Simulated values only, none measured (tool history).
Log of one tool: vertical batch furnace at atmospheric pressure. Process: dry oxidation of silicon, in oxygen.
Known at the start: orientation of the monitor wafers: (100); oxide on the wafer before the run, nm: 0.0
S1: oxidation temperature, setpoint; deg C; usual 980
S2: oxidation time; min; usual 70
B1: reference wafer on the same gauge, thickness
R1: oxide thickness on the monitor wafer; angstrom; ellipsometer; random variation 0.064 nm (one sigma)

run	day	S1	S2	B1	R1
1	0	969	95.5	39.79	487.3
2	0.617	969	95.5	39.81	487.7
3	1.492	993	70	39.79	483.3
4	2.1	980	77.5	39.8	459.6
5	3.017	992	70	39.82	479.1
6	4.362	992	70	39.8	478.7
# day 5.446: gauge calibrated
# day 5.642: boat lift adjusted
# day 5.804: thermocouples replaced and temperature profile calibrated
7	5.825	992	70	39.79	478.4
8	6.658	980	70	39.78	429.4
9	7.808	980	70	39.8	428.6
10	8.946	980	70	39.8	428.8
11	10.204	957	80.5	39.8	392.2
12	10.9	966	47.5	39.79	299.2
13	11.958	994	102	39.81	628.2
14	12.512	962	42.5	39.83	271.6
15	13.55	956	95.5	39.8	437.4
16	14.796	980	77.5	39.8	460.1
17	15.496	967	48.5	39.79	307
# day 16.475: gauge calibrated
18	16.983	967	57	39.79	339
19	17.583	980	35.5	39.81	279.8

Forecast each of these 4 alternatives for the next run:
A	17.821	980	70	?	?
B	17.821	956	80.5	?	?
C	17.821	955	81	?	?
D	17.821	968	48.5	?	?

run	B1	R1
A	39.8	429.8
B	39.8	389
C	39.8	386.8
D	39.8	309.1
Without the tool's hidden state the same runs would have given:
run	R1
A	429.8
B	389
C	386.8
D	309.1
